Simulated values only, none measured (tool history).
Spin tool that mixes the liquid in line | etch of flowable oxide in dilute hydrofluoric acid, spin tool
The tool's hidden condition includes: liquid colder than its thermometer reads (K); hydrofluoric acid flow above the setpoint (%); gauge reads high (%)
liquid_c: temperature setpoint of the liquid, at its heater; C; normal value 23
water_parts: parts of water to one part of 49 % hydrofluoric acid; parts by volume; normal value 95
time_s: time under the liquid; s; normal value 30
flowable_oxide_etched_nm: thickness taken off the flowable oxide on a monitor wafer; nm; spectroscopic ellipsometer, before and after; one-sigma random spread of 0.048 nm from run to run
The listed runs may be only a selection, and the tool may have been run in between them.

run,hour,liquid_c,water_parts,time_s,wafers since the last listed run,hours since the thermometer was replaced,hours since the hydrofluoric acid flow meter was replaced,hours since the gauge calibration,"read-back film thickness of the flowable oxide reference wafer, read on the same gauge (nm)",flowable_oxide_etched_nm
1,0,23,65,30,0,665.7,270.1,309.8,99.98,13.1
2,59,23,65,30,504,724.7,329.1,368.8,100.01,12.93
3,101.7,23,95,30,364,767.4,371.8,411.5,100,8.58
4,141.3,23,95,30,338,807,411.4,451.1,100.01,8.68
5,197.4,23,95,30,479,863.1,467.5,507.2,100.01,8.52
6,264,23,95,25,569,929.7,534.1,573.8,99.97,7.13
# hour 307.7: thermometer replaced
7,335.7,23,95,25,604,28,605.8,645.5,100.01,7.29
8,392,23,60,50,481,84.3,662.1,701.8,99.99,24.07
9,428.1,25.5,95,15,308,120.4,698.2,737.9,100,4.86
# hour 466.8: gauge calibrated
# hour 471.5: hydrofluoric acid flow meter replaced
10,484.3,25.5,75,15,471,176.6,12.8,17.5,100.01,6.29
11,537.2,23,65,30,452,229.5,65.7,70.4,99.99,13.29
12,594.7,21,125,15,491,287,123.2,127.9,99.99,2.97
13,660,23,125,30,558,352.3,188.5,193.2,100.01,6.37
14,722.2,23,50,15,531,414.5,250.7,255.4,100.02,8.71
15,778.4,26,140,35,480,470.7,306.9,311.6,100.01,7.28

Per-run results on a tool with no hidden state, each run keeping its own random variation:
run,flowable_oxide_etched_nm
1,13.43
2,13.29
3,8.82
4,8.93
5,8.79
6,7.37
7,7.32
8,24.22
9,4.9
10,6.34
11,13.43
12,3.01
13,6.46
14,8.86
15,7.41
